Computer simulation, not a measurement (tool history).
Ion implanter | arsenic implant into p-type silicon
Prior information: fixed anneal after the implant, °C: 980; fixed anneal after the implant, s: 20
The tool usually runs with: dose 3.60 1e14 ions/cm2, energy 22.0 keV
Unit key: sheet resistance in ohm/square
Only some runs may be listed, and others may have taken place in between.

| run | hour | dose | energy | wafers since the last listed run | hours since the last dose calibration | hours since the extraction supply was calibrated | hours since the gauge calibration | read-back reference wafer on the same gauge, sheet resistance | sheet resistance |
|---|---|---|---|---|---|---|---|---|---|
| 1 | 0.0 | 3.60 | 22.0 | 0 | 1800.9 | 6613.5 | 214.2 | 246.99 | 269.26 |
| 2 | 16.9 | 3.60 | 22.0 | 232 | 1817.8 | 6630.4 | 231.1 | 247.06 | 269.22 |
| 3 | 65.0 | 3.60 | 22.0 | 662 | 1865.9 | 6678.5 | 279.2 | 246.90 | 268.64 |
| 4 | 79.8 | 3.60 | 22.0 | 203 | 1880.7 | 6693.3 | 294.0 | 247.07 | 268.94 |
| 5 | 127.2 | 4.37 | 22.0 | 652 | 1928.1 | 6740.7 | 341.4 | 246.94 | 233.26 |
| 6 | 135.9 | 3.60 | 22.0 | 119 | 1936.8 | 6749.4 | 350.1 | 246.88 | 268.12 |
| 7 | 189.5 | 3.60 | 22.0 | 738 | 1990.4 | 6803.0 | 403.7 | 246.86 | 269.18 |
|  | 198.9 | extraction supply calibrated |
| 8 | 199.4 | 3.60 | 22.0 | 26 | 2000.3 | 0.5 | 413.6 | 246.88 | 268.35 |
|  | 202.4 | gauge calibrated |
|  | 211.8 | Faraday cup replaced and dose calibrated |
| 9 | 212.3 | 3.60 | 22.0 | 67 | 0.5 | 13.4 | 9.9 | 247.00 | 281.47 |
| 10 | 214.3 | 3.60 | 22.0 | 27 | 2.5 | 15.4 | 11.9 | 246.92 | 280.79 |
| 11 | 230.3 | 3.35 | 25.5 | 220 | 18.5 | 31.4 | 27.9 | 246.98 | 290.44 |
| 12 | 238.1 | 3.35 | 25.5 | 107 | 26.3 | 39.2 | 35.7 | 246.87 | 289.38 |
| 13 | 252.5 | 3.35 | 25.5 | 198 | 40.7 | 53.6 | 50.1 | 247.11 | 290.55 |
| 14 | 269.6 | 3.19 | 22.0 | 235 | 57.8 | 70.7 | 67.2 | 247.02 | 306.26 |
| 15 | 276.3 | 3.19 | 22.0 | 92 | 64.5 | 77.4 | 73.9 | 246.97 | 305.69 |
| 16 | 282.8 | 3.60 | 22.0 | 89 | 71.0 | 83.9 | 80.4 | 246.87 | 280.40 |
| 17 | 299.7 | 3.60 | 22.0 | 232 | 87.9 | 100.8 | 97.3 | 246.82 | 280.19 |
| 18 | 316.4 | 3.31 | 25.5 | 229 | 104.6 | 117.5 | 114.0 | 247.06 | 291.28 |
| 19 | 333.6 | 2.90 | 28.5 | 236 | 121.8 | 134.7 | 131.2 | 246.92 | 316.67 |
| 20 | 347.4 | 3.01 | 29.0 | 190 | 135.6 | 148.5 | 145.0 | 246.85 | 307.58 |
| 21 | 355.0 | 2.89 | 15.0 | 104 | 143.2 | 156.1 | 152.6 | 247.15 | 345.92 |
| 22 | 371.4 | 4.39 | 18.5 | 225 | 159.6 | 172.5 | 169.0 | 247.05 | 246.62 |
| 23 | 381.8 | 4.06 | 19.0 | 143 | 170.0 | 182.9 | 179.4 | 246.98 | 260.02 |
| 24 | 389.0 | 3.03 | 17.0 | 99 | 177.2 | 190.1 | 186.6 | 247.03 | 328.92 |
| 25 | 402.7 | 4.30 | 17.5 | 188 | 190.9 | 203.8 | 200.3 | 247.00 | 251.91 |
| 26 | 412.2 | 3.60 | 26.0 | 130 | 200.4 | 213.3 | 209.8 | 247.01 | 272.25 |
| 27 | 424.2 | 3.60 | 22.0 | 165 | 212.4 | 225.3 | 221.8 | 246.96 | 277.79 |
| 28 | 441.6 | 3.03 | 28.5 | 239 | 229.8 | 242.7 | 239.2 | 247.00 | 305.44 |
| 29 | 449.6 | 4.52 | 22.0 | 110 | 237.8 | 250.7 | 247.2 | 246.95 | 234.62 |
| 30 | 461.7 | 3.60 | 25.0 | 166 | 249.9 | 262.8 | 259.3 | 246.96 | 272.52 |

4 ways to go on from here, each from the tool as it stands after run 30. What would each give?
| A | 462.1 | 3.60 | 22.0 | 5 | 250.3 | 263.2 | 259.7 | ? | ? |
| B | 462.1 | 2.68 | 22.0 | 5 | 250.3 | 263.2 | 259.7 | ? | ? |
| C | 462.1 | 3.04 | 19.0 | 5 | 250.3 | 263.2 | 259.7 | ? | ? |
| D | 462.1 | 4.53 | 22.0 | 5 | 250.3 | 263.2 | 259.7 | ? | ? |

| run | read-back reference wafer on the same gauge, sheet resistance | sheet resistance |
|---|---|---|
| A | 246.94 | 278.27 |
| B | 246.94 | 347.02 |
| C | 246.94 | 322.05 |
| D | 246.94 | 234.99 |
Take away the tool's hidden state, keep each run's random variation, and the runs would have read:
| run | sheet resistance |
|---|---|
| A | 280.07 |
| B | 349.26 |
| C | 324.15 |
| D | 236.46 |

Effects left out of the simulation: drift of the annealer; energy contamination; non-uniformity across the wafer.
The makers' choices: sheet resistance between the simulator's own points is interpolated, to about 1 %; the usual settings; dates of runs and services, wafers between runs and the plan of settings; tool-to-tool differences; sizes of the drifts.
